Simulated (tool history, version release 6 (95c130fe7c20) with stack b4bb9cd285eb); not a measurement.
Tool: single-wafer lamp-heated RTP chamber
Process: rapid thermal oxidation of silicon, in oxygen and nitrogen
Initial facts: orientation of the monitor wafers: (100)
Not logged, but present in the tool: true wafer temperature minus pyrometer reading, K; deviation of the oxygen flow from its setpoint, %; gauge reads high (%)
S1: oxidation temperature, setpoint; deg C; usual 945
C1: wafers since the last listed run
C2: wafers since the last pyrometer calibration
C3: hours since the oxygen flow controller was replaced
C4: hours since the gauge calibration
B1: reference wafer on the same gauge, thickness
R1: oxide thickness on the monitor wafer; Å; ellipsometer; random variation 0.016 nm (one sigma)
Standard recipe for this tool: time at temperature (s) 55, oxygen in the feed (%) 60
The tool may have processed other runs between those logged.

run 1 hour=0.0 | S1=945 time_at_temperature_(s)=41 oxygen_in_the_feed_(%)=60 | C1=0 C2=3909 C3=2307.9 C4=1969.4 | B1=3.869 | R1=35.08
run 2 hour=59.0 | S1=945 time_at_temperature_(s)=55 oxygen_in_the_feed_(%)=60 | C1=522 C2=4432 C3=2366.9 C4=2028.4 | B1=3.874 | R1=38.87
-- hour=111.0 pyrometer window cleaned and pyrometer calibrated
run 3 hour=111.5 | S1=945 time_at_temperature_(s)=55 oxygen_in_the_feed_(%)=60 | C1=394 C2=4 C3=2419.4 C4=2080.9 | B1=3.872 | R1=36.87
run 4 hour=147.1 | S1=925 time_at_temperature_(s)=55 oxygen_in_the_feed_(%)=60 | C1=315 C2=319 C3=2455.0 C4=2116.5 | B1=3.872 | R1=33.25
run 5 hour=306.3 | S1=945 time_at_temperature_(s)=55 oxygen_in_the_feed_(%)=73 | C1=1410 C2=1730 C3=2614.2 C4=2275.7 | B1=3.871 | R1=40.04
run 6 hour=371.9 | S1=945 time_at_temperature_(s)=55 oxygen_in_the_feed_(%)=60 | C1=581 C2=2311 C3=2679.8 C4=2341.3 | B1=3.877 | R1=38.53
run 7 hour=399.5 | S1=945 time_at_temperature_(s)=55 oxygen_in_the_feed_(%)=60 | C1=244 C2=2556 C3=2707.4 C4=2368.9 | B1=3.870 | R1=38.63
run 8 hour=429.0 | S1=945 time_at_temperature_(s)=55 oxygen_in_the_feed_(%)=60 | C1=261 C2=2817 C3=2736.9 C4=2398.4 | B1=3.874 | R1=38.34
run 9 hour=485.0 | S1=945 time_at_temperature_(s)=55 oxygen_in_the_feed_(%)=60 | C1=496 C2=3313 C3=2792.9 C4=2454.4 | B1=3.868 | R1=38.79
-- hour=522.1 gauge calibrated
run 10 hour=535.2 | S1=945 time_at_temperature_(s)=55 oxygen_in_the_feed_(%)=60 | C1=444 C2=3758 C3=2843.1 C4=13.1 | B1=3.871 | R1=38.50
run 11 hour=587.6 | S1=945 time_at_temperature_(s)=55 oxygen_in_the_feed_(%)=60 | C1=464 C2=4222 C3=2895.5 C4=65.5 | B1=3.869 | R1=38.89
run 12 hour=616.5 | S1=945 time_at_temperature_(s)=55 oxygen_in_the_feed_(%)=60 | C1=256 C2=4478 C3=2924.4 C4=94.4 | B1=3.869 | R1=39.07
-- hour=636.4 oxygen flow controller replaced
run 13 hour=680.5 | S1=945 time_at_temperature_(s)=55 oxygen_in_the_feed_(%)=44 | C1=496 C2=4974 C3=44.1 C4=158.4 | B1=3.869 | R1=35.98
run 14 hour=740.9 | S1=945 time_at_temperature_(s)=55 oxygen_in_the_feed_(%)=44 | C1=535 C2=5509 C3=104.5 C4=218.8 | B1=3.871 | R1=35.77
run 15 hour=775.8 | S1=945 time_at_temperature_(s)=55 oxygen_in_the_feed_(%)=44 | C1=309 C2=5819 C3=139.4 C4=253.7 | B1=3.870 | R1=36.11
-- hour=812.0 pyrometer window cleaned and pyrometer calibrated
run 16 hour=843.7 | S1=945 time_at_temperature_(s)=55 oxygen_in_the_feed_(%)=60 | C1=530 C2=280 C3=207.3 C4=321.6 | B1=3.873 | R1=37.01
run 17 hour=890.5 | S1=962 time_at_temperature_(s)=73 oxygen_in_the_feed_(%)=60 | C1=414 C2=695 C3=254.1 C4=368.4 | B1=3.867 | R1=46.16
run 18 hour=936.5 | S1=959 time_at_temperature_(s)=74 oxygen_in_the_feed_(%)=39 | C1=407 C2=1103 C3=300.1 C4=414.4 | B1=3.874 | R1=40.72
run 19 hour=998.4 | S1=945 time_at_temperature_(s)=82 oxygen_in_the_feed_(%)=60 | C1=548 C2=1651 C3=362.0 C4=476.3 | B1=3.865 | R1=44.18
run 20 hour=1037.3 | S1=945 time_at_temperature_(s)=55 oxygen_in_the_feed_(%)=51 | C1=344 C2=1996 C3=400.9 C4=515.2 | B1=3.874 | R1=36.57
run 21 hour=1100.1 | S1=968 time_at_temperature_(s)=55 oxygen_in_the_feed_(%)=50 | C1=556 C2=2552 C3=463.7 C4=578.0 | B1=3.865 | R1=41.87
run 22 hour=1139.7 | S1=945 time_at_temperature_(s)=55 oxygen_in_the_feed_(%)=60 | C1=350 C2=2903 C3=503.3 C4=617.6 | B1=3.867 | R1=38.69
run 23 hour=1169.7 | S1=964 time_at_temperature_(s)=80 oxygen_in_the_feed_(%)=79 | C1=265 C2=3169 C3=533.3 C4=647.6 | B1=3.876 | R1=55.32
run 24 hour=1223.4 | S1=945 time_at_temperature_(s)=55 oxygen_in_the_feed_(%)=60 | C1=475 C2=3644 C3=587.0 C4=701.3 | B1=3.868 | R1=38.53
run 25 hour=1265.8 | S1=945 time_at_temperature_(s)=55 oxygen_in_the_feed_(%)=73 | C1=375 C2=4020 C3=629.4 C4=743.7 | B1=3.876 | R1=40.70
run 26 hour=1305.8 | S1=945 time_at_temperature_(s)=41 oxygen_in_the_feed_(%)=60 | C1=354 C2=4374 C3=669.4 C4=783.7 | B1=3.861 | R1=34.83
run 27 hour=1369.5 | S1=945 time_at_temperature_(s)=55 oxygen_in_the_feed_(%)=60 | C1=564 C2=4939 C3=733.1 C4=847.4 | B1=3.866 | R1=38.68
run 28 hour=1406.5 | S1=967 time_at_temperature_(s)=70 oxygen_in_the_feed_(%)=60 | C1=327 C2=5267 C3=770.1 C4=884.4 | B1=3.868 | R1=49.05
-- hour=1445.0 pyrometer window cleaned and pyrometer calibrated
run 29 hour=1445.5 | S1=945 time_at_temperature_(s)=55 oxygen_in_the_feed_(%)=50 | C1=274 C2=4 C3=809.1 C4=923.4 | B1=3.872 | R1=35.20
run 30 hour=1500.8 | S1=924 time_at_temperature_(s)=41 oxygen_in_the_feed_(%)=72 | C1=489 C2=494 C3=864.4 C4=978.7 | B1=3.867 | R1=31.49
run 31 hour=1559.0 | S1=945 time_at_temperature_(s)=55 oxygen_in_the_feed_(%)=35 | C1=515 C2=1009 C3=922.6 C4=1036.9 | B1=3.872 | R1=33.26
run 32 hour=1585.7 | S1=945 time_at_temperature_(s)=55 oxygen_in_the_feed_(%)=60 | C1=236 C2=1246 C3=949.3 C4=1063.6 | B1=3.871 | R1=37.80
run 33 hour=1639.7 | S1=959 time_at_temperature_(s)=55 oxygen_in_the_feed_(%)=60 | C1=478 C2=1724 C3=1003.3 C4=1117.6 | B1=3.875 | R1=41.50
run 34 hour=1702.5 | S1=966 time_at_temperature_(s)=55 oxygen_in_the_feed_(%)=60 | C1=556 C2=2281 C3=1066.1 C4=1180.4 | B1=3.866 | R1=43.76
run 35 hour=1734.1 | S1=967 time_at_temperature_(s)=55 oxygen_in_the_feed_(%)=60 | C1=279 C2=2561 C3=1097.7 C4=1212.0 | B1=3.869 | R1=44.18
run 36 hour=1793.5 | S1=965 time_at_temperature_(s)=55 oxygen_in_the_feed_(%)=88 | C1=526 C2=3087 C3=1157.1 C4=1271.4 | B1=3.867 | R1=49.30
run 37 hour=1828.6 | S1=945 time_at_temperature_(s)=68 oxygen_in_the_feed_(%)=60 | C1=310 C2=3398 C3=1192.2 C4=1306.5 | B1=3.875 | R1=42.05
run 38 hour=1888.0 | S1=926 time_at_temperature_(s)=36 oxygen_in_the_feed_(%)=74 | C1=526 C2=3924 C3=1251.6 C4=1365.9 | B1=3.870 | R1=31.77
run 39 hour=1946.5 | S1=925 time_at_temperature_(s)=55 oxygen_in_the_feed_(%)=45 | C1=518 C2=4442 C3=1310.1 C4=1424.4 | B1=3.870 | R1=32.50

The tool's hidden state at each run:
deviation of the oxygen flow from its setpoint, %: 0 on each run
gauge reads high (%): 0 on each run
H1: true wafer temperature minus pyrometer reading, K
run=1 H1=10.3
run=2 H1=10.6
run=3 H1=0.871
run=4 H1=2.46
run=5 H1=7.03
run=6 H1=8.11
run=7 H1=8.47
run=8 H1=8.81
run=9 H1=9.33
run=10 H1=9.7
run=11 H1=9.99
run=12 H1=10.1
run=13 H1=10.4
run=14 H1=10.5
run=15 H1=10.6
run=16 H1=1.68
run=17 H1=3.44
run=18 H1=4.82
run=19 H1=6.26
run=20 H1=6.97
run=21 H1=7.87
run=22 H1=8.31
run=23 H1=8.6
run=24 H1=9.02
run=25 H1=9.28
run=26 H1=9.48
run=27 H1=9.73
run=28 H1=9.85
run=29 H1=0.848
run=30 H1=3.21
run=31 H1=5.1
run=32 H1=5.81
run=33 H1=6.99
run=34 H1=8.04
run=35 H1=8.46
run=36 H1=9.09
run=37 H1=9.39
run=38 H1=9.79
run=39 H1=10.1
